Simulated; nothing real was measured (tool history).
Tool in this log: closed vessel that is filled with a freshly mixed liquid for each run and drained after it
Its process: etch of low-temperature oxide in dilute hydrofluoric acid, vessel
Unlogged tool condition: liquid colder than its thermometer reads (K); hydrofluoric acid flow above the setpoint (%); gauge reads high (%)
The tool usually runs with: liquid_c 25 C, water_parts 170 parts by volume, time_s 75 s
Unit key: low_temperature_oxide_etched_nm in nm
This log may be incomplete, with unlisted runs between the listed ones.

run,hour,liquid_c,water_parts,time_s,wafers since the last listed run,hours since the thermometer was replaced,hours since the hydrofluoric acid flow meter was replaced,hours since the gauge calibration,"read-back film thickness of the low-temperature oxide reference wafer, read on the same gauge (nm)",low_temperature_oxide_etched_nm
1,0,23,170,60,0,107.1,1002.7,507.1,70.01,7.02
2,70.7,23,170,60,4970,177.8,1073.4,577.8,69.99,7.03
3,304.2,23,170,60,16417,411.3,1306.9,811.3,70,6.95
4,378.1,25,170,75,5195,485.2,1380.8,885.2,69.99,9.39
5,471.9,25,170,75,6595,579,1474.6,979,70,9.35
6,525.7,25,170,75,3782,632.8,1528.4,1032.8,70,9.39
# hour 580.7: gauge calibrated
7,596.7,25,170,75,4992,703.8,1599.4,16,70,9.24
# hour 631: thermometer replaced
8,693.1,25,170,90,6707,62.1,1695.8,112.4,69.99,11.62
9,759,25,220,95,4633,128,1761.7,178.3,70.01,8.95
10,804.4,27.5,125,105,3192,173.4,1807.1,223.7,70,21.21
11,872.5,25,170,75,4788,241.5,1875.2,291.8,69.99,9.56
12,962.7,27,140,75,6341,331.7,1965.4,382,70,12.86
# hour 1003.4: hydrofluoric acid flow meter replaced
13,1052.2,23,170,60,6222,421.2,48.8,471.5,70,6.84
14,1128.4,23.5,255,115,5357,497.4,125,547.7,70.02,8.14
15,1401.6,23,170,120,19208,770.6,398.2,820.9,70,13.56
# hour 1498.5: thermometer replaced
# hour 1523.3: gauge calibrated
16,1713,25,130,30,21824,214.5,709.6,189.7,70,5.2
17,1899.3,21,170,90,13098,400.8,895.9,376,70.02,9.62

Measured result minus the same run's result without the hidden state. Both carry the same run-to-run variation, though not necessarily the same gauge scatter:
run,low_temperature_oxide_etched_nm
1,+0.05
2,+0.03
3,-0.03
4,-0.06
5,-0.09
6,-0.11
7,-0.14
8,+0.19
9,+0.13
10,+0.25
11,+0.1
12,+0.08
13,-0.16
14,-0.2
15,-0.5
16,-0.01
17,-0.09

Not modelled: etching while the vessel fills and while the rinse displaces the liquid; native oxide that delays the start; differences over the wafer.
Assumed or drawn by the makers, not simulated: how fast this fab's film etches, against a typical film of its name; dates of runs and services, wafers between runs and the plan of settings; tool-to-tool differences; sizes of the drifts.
